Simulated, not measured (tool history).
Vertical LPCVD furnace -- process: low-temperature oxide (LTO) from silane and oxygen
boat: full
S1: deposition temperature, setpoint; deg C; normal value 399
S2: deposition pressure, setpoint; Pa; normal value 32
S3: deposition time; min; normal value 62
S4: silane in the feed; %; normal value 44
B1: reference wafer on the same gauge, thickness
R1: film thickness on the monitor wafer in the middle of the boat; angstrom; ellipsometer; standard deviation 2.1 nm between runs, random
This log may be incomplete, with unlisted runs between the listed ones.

Run 1, hour 0: usual settings; B1 706.88. Result: R1 7329.5 angstrom.
At hour 39.1: silane flow controller replaced.
Run 2, hour 39.6: usual settings; B1 706.46. Result: R1 7304.4 angstrom.
Run 3, hour 58.5: usual settings but S3 56 min; B1 707.18. Result: R1 6593.7 angstrom.
Run 4, hour 81: usual settings but S3 56 min; B1 707.3. Result: R1 6611.3 angstrom.
Run 5, hour 108.9: usual settings but S3 56 min; B1 706.94. Result: R1 6646.4 angstrom.
Run 6, hour 126: usual settings but S1 403 deg C; B1 706.83. Result: R1 7660.6 angstrom.
Run 7, hour 158.5: usual settings but S1 403 deg C; B1 706.79. Result: R1 7693.6 angstrom.
Run 8, hour 172.7: usual settings; B1 706.43. Result: R1 7333.7 angstrom.
Run 9, hour 194.1: usual settings but S1 408 deg C, S3 79.5 min, S4 36 %; B1 706.67. Result: R1 8167.2 angstrom.
Run 10, hour 213.2: usual settings but S4 50 %; B1 707.62. Result: R1 8265.8 angstrom.
Run 11, hour 242: usual settings but S1 408 deg C; B1 707.19. Result: R1 8058.4 angstrom.
At hour 255.5: gauge calibrated.
Run 12, hour 275: usual settings; B1 707.02. Result: R1 7320.6 angstrom.
Run 13, hour 301.1: usual settings but S1 393 deg C, S2 24.7 Pa, S3 50 min; B1 706.66. Result: R1 4301.7 angstrom.
At hour 333.1: pressure gauge zeroed.
Run 14, hour 336.7: usual settings but S2 25.3 Pa; B1 706.75. Result: R1 5827.7 angstrom.
Run 15, hour 359.6: usual settings but S1 407 deg C, S2 35.3 Pa, S4 37 %; B1 707.46. Result: R1 7235.4 angstrom.
Run 16, hour 393.9: usual settings but S4 49 %; B1 707.1. Result: R1 8151.9 angstrom.
Run 17, hour 423.2: usual settings; B1 706.52. Result: R1 7350.8 angstrom.
Run 18, hour 437.3: usual settings but S3 41.5 min, S4 48 %; B1 706.9. Result: R1 5346.1 angstrom.
Run 19, hour 477.3: usual settings; B1 707.76. Result: R1 7339.5 angstrom.
Run 20, hour 494.7: usual settings but S2 25.3 Pa, S3 75.5 min; B1 706.7. Result: R1 7078.9 angstrom.
At hour 534.1: thermocouples replaced and temperature profile calibrated.
Run 21, hour 534.6: usual settings; B1 707.09. Result: R1 7083.8 angstrom.
Run 22, hour 590.8: usual settings but S1 390 deg C, S3 76 min; B1 706.24. Result: R1 7894.4 angstrom.
Run 23, hour 623.8: usual settings; B1 707.25. Result: R1 7134.2 angstrom.
Run 24, hour 657.7: usual settings; B1 706.95. Result: R1 7078 angstrom.
Run 25, hour 693.7: usual settings but S2 36.7 Pa, S3 79 min; B1 706.38. Result: R1 10437.2 angstrom.
Run 26, hour 710.2: usual settings but S1 390 deg C; B1 706.71. Result: R1 6436 angstrom.
Run 27, hour 726.8: usual settings but S1 408 deg C, S3 79.5 min, S4 36 %; B1 707. Result: R1 7945.7 angstrom.
Run 28, hour 753.3: usual settings; B1 706.83. Result: R1 7121.2 angstrom.
Run 29, hour 788: usual settings but S2 38.7 Pa; B1 706.26. Result: R1 8622.8 angstrom.
Run 30, hour 808.4: usual settings but S1 392 deg C; B1 707.04. Result: R1 6634.4 angstrom.
Run 31, hour 844: usual settings but S3 76 min; B1 707.32. Result: R1 8737.2 angstrom.
Run 32, hour 864.1: usual settings but S4 42 %; B1 707.09. Result: R1 6788.3 angstrom.

List, for all runs, the conditions of the tool that the log does not record:
true pressure minus gauge reading, mTorr: 0 across all the runs
deviation of the silane flow from its setpoint, %: 0 across all the runs
gauge reads high (%): 0 across all the runs
H1: true tube temperature minus thermocouple reading, K
run     H1
  1   3.17
  2   3.23
  3   3.26
  4   3.29
  5   3.33
  6   3.35
  7    3.4
  8   3.42
  9   3.45
 10   3.48
 11   3.52
 12   3.57
 13   3.61
 14   3.66
 15   3.69
 16   3.74
 17   3.78
 18    3.8
 19   3.86
 20   3.89
 21  0.459
 22   0.54
 23  0.588
 24  0.637
 25  0.689
 26  0.713
 27  0.737
 28  0.775
 29  0.825
 30  0.855
 31  0.906
 32  0.935

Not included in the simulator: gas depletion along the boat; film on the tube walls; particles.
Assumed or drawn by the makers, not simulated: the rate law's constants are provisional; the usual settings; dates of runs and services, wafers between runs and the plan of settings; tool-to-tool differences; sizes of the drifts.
